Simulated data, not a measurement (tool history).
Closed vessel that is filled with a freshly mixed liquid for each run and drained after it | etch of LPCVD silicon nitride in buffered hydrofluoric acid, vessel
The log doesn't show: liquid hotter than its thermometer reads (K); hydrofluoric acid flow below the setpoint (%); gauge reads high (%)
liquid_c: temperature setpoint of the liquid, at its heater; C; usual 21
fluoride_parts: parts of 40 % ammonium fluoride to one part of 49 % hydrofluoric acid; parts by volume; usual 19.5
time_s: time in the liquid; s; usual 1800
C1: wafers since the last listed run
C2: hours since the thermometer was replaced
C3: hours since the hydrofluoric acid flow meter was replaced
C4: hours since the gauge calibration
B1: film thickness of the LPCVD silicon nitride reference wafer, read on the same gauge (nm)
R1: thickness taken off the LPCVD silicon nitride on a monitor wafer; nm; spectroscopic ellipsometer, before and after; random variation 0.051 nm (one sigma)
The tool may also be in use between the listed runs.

Run 1, day 0: usual settings; C1 0; C2 1868.7; C3 632.8; C4 3.1; B1 149.94. Result: R1 10.04 nm.
Run 2, day 0.392: usual settings; C1 311; C2 1878.1; C3 642.2; C4 12.5; B1 149.99. Result: R1 10.02 nm.
Run 3, day 0.679: usual settings but time_s 1405 s; C1 228; C2 1885; C3 649.1; C4 19.4; B1 150. Result: R1 7.82 nm.
Run 4, day 2.492: usual settings but time_s 1405 s; C1 1443; C2 1928.5; C3 692.6; C4 62.9; B1 149.98. Result: R1 7.79 nm.
Run 5, day 2.983: usual settings but time_s 1405 s; C1 391; C2 1940.3; C3 704.4; C4 74.7; B1 149.96. Result: R1 7.84 nm.
Run 6, day 3.417: usual settings but liquid_c 18.5 C; C1 345; C2 1950.7; C3 714.8; C4 85.1; B1 149.98. Result: R1 8.74 nm.
Run 7, day 3.933: usual settings; C1 411; C2 1963.1; C3 727.2; C4 97.5; B1 149.99. Result: R1 9.96 nm.
Run 8, day 4.429: usual settings; C1 394; C2 1975; C3 739.1; C4 109.4; B1 149.99. Result: R1 9.87 nm.
At day 4.992: thermometer replaced.
Run 9, day 5.021: usual settings but time_s 1405 s; C1 437; C2 0.7; C3 753.3; C4 123.6; B1 150. Result: R1 7.79 nm.
Run 10, day 5.492: usual settings but liquid_c 19 C, fluoride_parts 26.5 parts by volume, time_s 2330 s; C1 374; C2 12; C3 764.6; C4 134.9; B1 150.02. Result: R1 9.3 nm.
At day 5.938: hydrofluoric acid flow meter replaced.
Run 11, day 6.021: usual settings; C1 388; C2 24.7; C3 2; C4 147.6; B1 150. Result: R1 10.53 nm.
At day 6.096: gauge calibrated.
Run 12, day 7.054: usual settings but liquid_c 23 C, time_s 900 s; C1 822; C2 49.5; C3 26.8; C4 23; B1 150.01. Result: R1 5.92 nm.
Run 13, day 7.579: usual settings but liquid_c 17 C, fluoride_parts 15 parts by volume, time_s 850 s; C1 418; C2 62.1; C3 39.4; C4 35.6; B1 150. Result: R1 5.19 nm.

Forecast run 14:
Run 14, day 7.862: usual settings but liquid_c 19.5 C, time_s 2750 s; C1 225; C2 68.9; C3 46.2; C4 42.4; B1 ?. Result: R1 ?.

Run 14 gave B1 149.97, R1 14.79 nm.
Without the tool's hidden state the same run would have given R1 15.02 nm.

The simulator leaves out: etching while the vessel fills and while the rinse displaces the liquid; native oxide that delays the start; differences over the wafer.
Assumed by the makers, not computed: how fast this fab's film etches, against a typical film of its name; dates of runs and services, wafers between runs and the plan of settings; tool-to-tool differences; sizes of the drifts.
